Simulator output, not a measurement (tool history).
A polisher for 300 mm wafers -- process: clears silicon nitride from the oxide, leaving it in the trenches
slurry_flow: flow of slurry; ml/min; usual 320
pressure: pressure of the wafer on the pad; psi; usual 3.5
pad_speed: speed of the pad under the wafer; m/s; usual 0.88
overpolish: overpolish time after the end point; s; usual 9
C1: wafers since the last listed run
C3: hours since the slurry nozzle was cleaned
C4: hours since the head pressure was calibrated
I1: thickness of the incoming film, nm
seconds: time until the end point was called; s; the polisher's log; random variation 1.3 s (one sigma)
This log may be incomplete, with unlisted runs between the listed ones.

Run 1, day 0: usual settings; C1 0; wafers polished on this pad 277; C3 95.9; C4 746.5; I1 74. Result: seconds 77.8 s.
Run 2, day 0.379: usual settings but slurry_flow 275 ml/min; C1 85; wafers polished on this pad 363; C3 105; C4 755.6; I1 75. Result: seconds 83.1 s.
Run 3, day 1.046: usual settings but slurry_flow 275 ml/min; C1 151; wafers polished on this pad 514; C3 121; C4 771.6; I1 74.6. Result: seconds 79.5 s.
At day 1.479: worn pad replaced by a new one.
Run 4, day 1.5: usual settings; C1 65; wafers polished on this pad 5; C3 131.9; C4 782.5; I1 74.9. Result: seconds 74.8 s.
Run 5, day 1.692: usual settings; C1 43; wafers polished on this pad 48; C3 136.5; C4 787.1; I1 76.2. Result: seconds 73.9 s.
Run 6, day 1.992: usual settings; C1 67; wafers polished on this pad 116; C3 143.7; C4 794.3; I1 74.7. Result: seconds 76.2 s.
Run 7, day 2.55: usual settings; C1 126; wafers polished on this pad 242; C3 157.1; C4 807.7; I1 74.5. Result: seconds 77 s.
Run 8, day 2.958: usual settings; C1 92; wafers polished on this pad 335; C3 166.9; C4 817.5; I1 74.6. Result: seconds 78.4 s.
Run 9, day 3.396: usual settings but pad_speed 0.96 m/s; C1 99; wafers polished on this pad 434; C3 177.4; C4 828; I1 75.2. Result: seconds 73.6 s.
At day 3.658: worn pad replaced by a new one.
Run 10, day 4.117: usual settings; C1 125; wafers polished on this pad 103; C3 194.7; C4 845.3; I1 74.6. Result: seconds 77.2 s.
At day 4.279: head pressure recalibrated.
Run 11, day 4.804: usual settings; C1 136; wafers polished on this pad 240; C3 211.2; C4 12.6; I1 76.4. Result: seconds 79.6 s.
Run 12, day 5.317: usual settings; C1 116; wafers polished on this pad 356; C3 223.5; C4 24.9; I1 74.5. Result: seconds 79.6 s.
At day 5.983: worn pad replaced by a new one.
Run 13, day 6.062: usual settings but pressure 2.6 psi; C1 131; wafers polished on this pad 17; C3 241.4; C4 42.8; I1 75.7. Result: seconds 102.3 s.
At day 7.529: slurry nozzle cleaned.
Run 14, day 7.754: usual settings but slurry_flow 235 ml/min, pressure 4 psi, pad_speed 1.16 m/s, overpolish 4 s; C1 373; wafers polished on this pad 391; C3 5.4; C4 83.4; I1 74.5. Result: seconds 56.5 s.
At day 8.325: worn pad replaced by a new one.
Run 15, day 8.346: usual settings; C1 96; wafers polished on this pad 4; C3 19.6; C4 97.6; I1 75.7. Result: seconds 75 s.
Run 16, day 8.617: usual settings but overpolish 11 s; C1 61; wafers polished on this pad 66; C3 26.1; C4 104.1; I1 73.5. Result: seconds 74.1 s.
Run 17, day 8.9: usual settings; C1 64; wafers polished on this pad 130; C3 32.9; C4 110.9; I1 75.7. Result: seconds 74.6 s.
Run 18, day 9.25: usual settings but slurry_flow 250 ml/min; C1 79; wafers polished on this pad 209; C3 41.3; C4 119.3; I1 76.2. Result: seconds 78.1 s.
Run 19, day 9.858: usual settings but slurry_flow 225 ml/min, pressure 4 psi, overpolish 5 s; C1 137; wafers polished on this pad 347; C3 55.9; C4 133.9; I1 74.5. Result: seconds 70.4 s.
Run 20, day 10.138: usual settings but slurry_flow 405 ml/min, pressure 4 psi, overpolish 14 s; C1 63; wafers polished on this pad 410; C3 62.6; C4 140.6; I1 75.9. Result: seconds 68.1 s.
Run 21, day 10.425: usual settings but pad_speed 0.74 m/s; C1 65; wafers polished on this pad 475; C3 69.5; C4 147.5; I1 74.5. Result: seconds 92.5 s.
At day 10.804: worn pad replaced by a new one.
Run 22, day 11.038: usual settings; C1 101; wafers polished on this pad 52; C3 84.2; C4 162.2; I1 74.3. Result: seconds 73.4 s.
Run 23, day 11.675: usual settings but pressure 2.7 psi, overpolish 7 s; C1 144; wafers polished on this pad 197; C3 99.5; C4 177.5; I1 76.1. Result: seconds 101.6 s.
Run 24, day 12.004: usual settings but pad_speed 1.16 m/s; C1 74; wafers polished on this pad 271; C3 107.4; C4 185.4; I1 76.3. Result: seconds 62 s.
Run 25, day 12.358: usual settings but pad_speed 1.04 m/s; C1 80; wafers polished on this pad 351; C3 115.9; C4 193.9; I1 75.6. Result: seconds 70.6 s.

5 options for the next run, each taken on its own from the tool as it stands now. Forecast them:
Run A, day 12.375: usual settings; C1 3; wafers polished on this pad 355; C3 116.3; C4 194.3; I1 74.7. Result: seconds ?.
Run B, day 12.375: usual settings but pressure 2.8 psi, overpolish 6 s; C1 3; wafers polished on this pad 355; C3 116.3; C4 194.3; I1 74.7. Result: seconds ?.
Run C, day 12.375: usual settings but slurry_flow 275 ml/min, pressure 4.4 psi; C1 3; wafers polished on this pad 355; C3 116.3; C4 194.3; I1 74.7. Result: seconds ?.
Run D, day 12.375: usual settings but slurry_flow 230 ml/min, pad_speed 0.98 m/s; C1 3; wafers polished on this pad 355; C3 116.3; C4 194.3; I1 74.7. Result: seconds ?.
Run E, day 12.375: usual settings but pressure 4.3 psi; C1 3; wafers polished on this pad 355; C3 116.3; C4 194.3; I1 74.7. Result: seconds ?.

run  seconds
  A     79.1
  B     98.9
  C     63.7
  D     74.1
  E     64.4
Without the tool's unlogged condition, the same runs would have read:
run  seconds
  A     73.6
  B       92
  C     59.3
  D       69
  E     59.9
